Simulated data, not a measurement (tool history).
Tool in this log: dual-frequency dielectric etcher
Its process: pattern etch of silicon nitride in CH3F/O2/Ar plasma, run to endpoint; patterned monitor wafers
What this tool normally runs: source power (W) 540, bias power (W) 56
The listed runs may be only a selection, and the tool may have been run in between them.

run	hour	source power (W)	bias power (W)	wafers since the last listed run	hours since the last wet clean	hours since the last source power generator calibration	hours since the last bias power generator calibration	hours since the last upper electrode change	incoming incoming film thickness, nm	endpoint time (s)
1	0.0	540	56	0	184.7	2037.1	174.1	2636.5	20.39	28.6
2	106.0	540	56	1534	290.7	2143.1	280.1	2742.5	20.99	29.6
3	142.9	540	56	534	327.6	2180.0	317.0	2779.4	20.63	28.7
4	224.0	540	62	1173	408.7	2261.1	398.1	2860.5	20.48	28.1
5	277.9	540	62	780	462.6	2315.0	452.0	2914.4	20.56	28.4
6	329.4	540	56	745	514.1	2366.5	503.5	2965.9	20.44	28.7
7	390.0	540	56	877	574.7	2427.1	564.1	3026.5	20.57	28.7
# hour 442.7: wet clean of the chamber
8	667.0	540	56	3662	224.3	2704.1	841.1	3303.5	20.60	28.8
9	759.1	540	56	1333	316.4	2796.2	933.2	3395.6	20.68	29.1
10	840.1	540	48	1172	397.4	2877.2	1014.2	3476.6	20.52	30.4
11	907.0	610	56	968	464.3	2944.1	1081.1	3543.5	20.51	27.1
12	1013.8	540	63	1545	571.1	3050.9	1187.9	3650.3	20.64	28.0
# hour 1138.5: wet clean of the chamber
13	1139.0	540	63	1464	0.5	3176.1	1313.1	3775.5	20.42	27.9
14	1200.8	540	63	894	62.3	3237.9	1374.9	3837.3	20.45	27.7
15	1259.4	620	63	848	120.9	3296.5	1433.5	3895.9	20.45	26.1
16	1312.9	600	56	774	174.4	3350.0	1487.0	3949.4	20.60	27.7
17	1401.7	470	46	1285	263.2	3438.8	1575.8	4038.2	20.73	33.2
# hour 1446.7: source power generator calibrated
# hour 1448.7: upper electrode replaced
18	1465.4	540	56	834	326.9	18.7	1639.5	16.7	20.93	30.4
19	1562.0	540	56	1398	423.5	115.3	1736.1	113.3	20.71	29.8
20	1606.2	600	56	639	467.7	159.5	1780.3	157.5	20.61	27.9
21	1654.2	640	51	694	515.7	207.5	1828.3	205.5	20.41	27.3
# hour 1686.8: bias power generator calibrated
22	1751.7	540	56	1353	613.2	305.0	64.9	303.0	20.51	29.7
# hour 1776.5: wet clean of the chamber
23	1819.5	660	64	633	43.0	372.8	132.7	370.8	20.53	25.4
24	1898.5	540	47	1143	122.0	451.8	211.7	449.8	20.61	30.8
25	1954.6	540	56	812	178.1	507.9	267.8	505.9	20.75	29.6
26	2005.4	660	46	735	228.9	558.7	318.6	556.7	20.72	28.2
27	2087.9	650	63	1194	311.4	641.2	401.1	639.2	20.69	25.9
28	2147.3	410	65	859	370.8	700.6	460.5	698.6	20.62	32.4
29	2207.1	540	61	865	430.6	760.4	520.3	758.4	20.32	28.1
# hour 2308.5: wet clean of the chamber
30	2309.0	660	45	1127	0.5	862.3	622.2	860.3	20.62	28.1
31	2387.9	540	56	1142	79.4	941.2	701.1	939.2	20.88	29.3
32	2487.0	650	65	1434	178.5	1040.3	800.2	1038.3	20.60	25.3
33	2589.3	630	47	1480	280.8	1142.6	902.5	1140.6	20.69	28.2

Below are 3 alternative next runs, each starting from the tool's condition after run 33. Predict each:
A	2589.7	490	56	5	281.2	1143.0	902.9	1141.0	20.67	?
B	2589.7	440	61	5	281.2	1143.0	902.9	1141.0	20.67	?
C	2589.7	640	44	5	281.2	1143.0	902.9	1141.0	20.67	?

run	endpoint time (s)
A	31.1
B	32.1
C	29.0
Had the tool no hidden state, the same runs would have come out as:
run	endpoint time (s)
A	31.7
B	32.7
C	29.6

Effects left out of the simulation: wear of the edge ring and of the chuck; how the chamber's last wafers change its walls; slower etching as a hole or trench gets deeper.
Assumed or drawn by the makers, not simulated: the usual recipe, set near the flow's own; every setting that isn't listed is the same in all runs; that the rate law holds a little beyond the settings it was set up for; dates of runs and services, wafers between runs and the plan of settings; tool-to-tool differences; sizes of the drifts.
